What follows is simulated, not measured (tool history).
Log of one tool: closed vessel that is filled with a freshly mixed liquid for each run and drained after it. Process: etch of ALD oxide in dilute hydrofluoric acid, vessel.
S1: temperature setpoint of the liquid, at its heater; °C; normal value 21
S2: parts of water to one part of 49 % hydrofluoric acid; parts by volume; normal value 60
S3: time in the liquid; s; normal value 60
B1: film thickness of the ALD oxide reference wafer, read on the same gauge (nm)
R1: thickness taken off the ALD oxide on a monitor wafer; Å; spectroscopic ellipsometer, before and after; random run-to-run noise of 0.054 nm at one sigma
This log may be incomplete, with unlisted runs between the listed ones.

Run 1, day 0: usual settings; B1 140.03. Result: R1 131.9 Å.
Run 2, day 2.879: usual settings; B1 139.98. Result: R1 131.8 Å.
Run 3, day 4.5: usual settings; B1 140.01. Result: R1 129.9 Å.
Run 4, day 6.396: usual settings; B1 140.01. Result: R1 130 Å.
At day 7.254: gauge calibrated.
Run 5, day 8.892: usual settings but S2 75 parts by volume; B1 140. Result: R1 101.4 Å.
Run 6, day 10.85: usual settings but S2 75 parts by volume; B1 139.99. Result: R1 101.4 Å.
Run 7, day 12.792: usual settings; B1 139.96. Result: R1 128.4 Å.
Run 8, day 15.638: usual settings; B1 140.02. Result: R1 127.5 Å.
Run 9, day 16.858: usual settings; B1 140. Result: R1 127.3 Å.
At day 17.588: thermometer replaced.
Run 10, day 18.412: usual settings; B1 140. Result: R1 131.9 Å.

Run 11 has not been measured yet. What should we expect?
Run 11, day 21.288: usual settings but S1 18.5 °C, S3 30 s; B1 ?. Result: R1 ?.

B1: 139.99
R1: 59.4 Å
Were there no unlogged condition in the tool, this run, its random variation unchanged, would have produced R1 65.7 Å.
